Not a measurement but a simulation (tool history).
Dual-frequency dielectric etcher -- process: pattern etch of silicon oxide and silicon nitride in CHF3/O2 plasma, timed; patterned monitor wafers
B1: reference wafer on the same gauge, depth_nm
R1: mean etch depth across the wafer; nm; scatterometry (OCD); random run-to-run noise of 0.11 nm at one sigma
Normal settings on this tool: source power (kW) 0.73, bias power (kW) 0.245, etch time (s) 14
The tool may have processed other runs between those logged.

Run 1, hour 0: usual settings; B1 20.7. Result: R1 25.83 nm.
Run 2, hour 54.6: usual settings; B1 20.71. Result: R1 25.7 nm.
Run 3, hour 83.3: usual settings; B1 20.71. Result: R1 25.79 nm.
Run 4, hour 125.5: usual settings; B1 20.71. Result: R1 25.88 nm.
Run 5, hour 175: usual settings but bias power (kW) 0.286, etch time (s) 15.5; B1 20.7. Result: R1 30.75 nm.
Run 6, hour 360.9: usual settings but bias power (kW) 0.286, etch time (s) 15.5; B1 20.72. Result: R1 30.97 nm.
Run 7, hour 417.2: usual settings but bias power (kW) 0.286, etch time (s) 15.5; B1 20.69. Result: R1 30.83 nm.
Run 8, hour 466.3: usual settings but source power (kW) 0.64; B1 20.73. Result: R1 23.99 nm.
Run 9, hour 509.8: usual settings but source power (kW) 0.64; B1 20.69. Result: R1 24.16 nm.
Run 10, hour 560.2: usual settings but source power (kW) 0.64; B1 20.68. Result: R1 23.95 nm.
Run 11, hour 590.3: usual settings; B1 20.7. Result: R1 25.31 nm.
Run 12, hour 626.7: usual settings but bias power (kW) 0.306, etch time (s) 17; B1 20.67. Result: R1 33.87 nm.
Run 13, hour 662.6: usual settings but etch time (s) 15; B1 20.73. Result: R1 27.17 nm.
Run 14, hour 715.8: usual settings but source power (kW) 0.81, etch time (s) 16.5; B1 20.69. Result: R1 31.35 nm.
Run 15, hour 764.1: usual settings; B1 20.7. Result: R1 25.65 nm.
Run 16, hour 799.8: usual settings but source power (kW) 0.91; B1 20.71. Result: R1 27.75 nm.
Run 17, hour 839.2: usual settings but source power (kW) 0.63, etch time (s) 15.5; B1 20.69. Result: R1 26.4 nm.
Run 18, hour 884.4: usual settings but source power (kW) 0.89; B1 20.74. Result: R1 27.64 nm.
Run 19, hour 926.6: usual settings but source power (kW) 0.87, bias power (kW) 0.277, etch time (s) 17.5; B1 20.73. Result: R1 36.08 nm.
Run 20, hour 961.3: usual settings; B1 20.7. Result: R1 25.5 nm.
Run 21, hour 1016.5: usual settings; B1 20.7. Result: R1 25.67 nm.
Run 22, hour 1060.3: usual settings; B1 20.68. Result: R1 25.56 nm.
Run 23, hour 1102.8: usual settings but bias power (kW) 0.188, etch time (s) 11; B1 20.69. Result: R1 17.6 nm.
Run 24, hour 1150.1: usual settings; B1 20.73. Result: R1 25.44 nm.
Run 25, hour 1216.1: usual settings but bias power (kW) 0.269, etch time (s) 12; B1 20.67. Result: R1 22.75 nm.
Run 26, hour 1241.9: usual settings but source power (kW) 0.86, bias power (kW) 0.194, etch time (s) 15.5; B1 20.69. Result: R1 26.98 nm.
Run 27, hour 1297.3: usual settings but source power (kW) 0.87, bias power (kW) 0.271, etch time (s) 16.5; B1 20.68. Result: R1 33.79 nm.
Run 28, hour 1352.3: usual settings but etch time (s) 11; B1 20.69. Result: R1 20.1 nm.
Run 29, hour 1395: usual settings but source power (kW) 0.64, bias power (kW) 0.279; B1 20.73. Result: R1 25.82 nm.
Run 30, hour 1509.9: usual settings but source power (kW) 0.62, bias power (kW) 0.214, etch time (s) 11.5; B1 20.67. Result: R1 18.52 nm.

The log once held 8 entries between its listed runs, left out of this copy. Where does each go, and what is different about the tool's unlogged condition between the listed run before it and the listed run after it?
After run 1, before run 2: wet clean of the chamber (hour 35.3)
  source power that arrives over what is set, %: 4.78 -> 4.89
  difference, measured minus the result without the unlogged condition, R1: +0.49 -> +0.5 nm
After run 5, before run 6: upper electrode replaced (hour 227.6)
  source power that arrives over what is set, %: 5.14 -> 5.51
  difference, measured minus the result without the unlogged condition, R1: +0.62 -> +0.66 nm
After run 7, before run 8: source power generator calibrated (hour 430.6); gauge calibrated (hour 460.4); wet clean of the chamber (hour 465.8)
  source power that arrives over what is set, %: 5.62 -> 0.365
  difference, measured minus the result without the unlogged condition, R1: +0.68 -> +0.03 nm
After run 10, before run 11: bias power generator calibrated (hour 567.6)
  source power that arrives over what is set, %: 0.554 -> 0.615
  difference, measured minus the result without the unlogged condition, R1: +0.06 -> +0.06 nm
After run 18, before run 19: wet clean of the chamber (hour 926.1)
  source power that arrives over what is set, %: 1.21 -> 1.29
  difference, measured minus the result without the unlogged condition, R1: +0.14 -> +0.19 nm
After run 26, before run 27: wet clean of the chamber (hour 1294.2)
  source power that arrives over what is set, %: 1.93 -> 2.04
  difference, measured minus the result without the unlogged condition, R1: +0.22 -> +0.28 nm
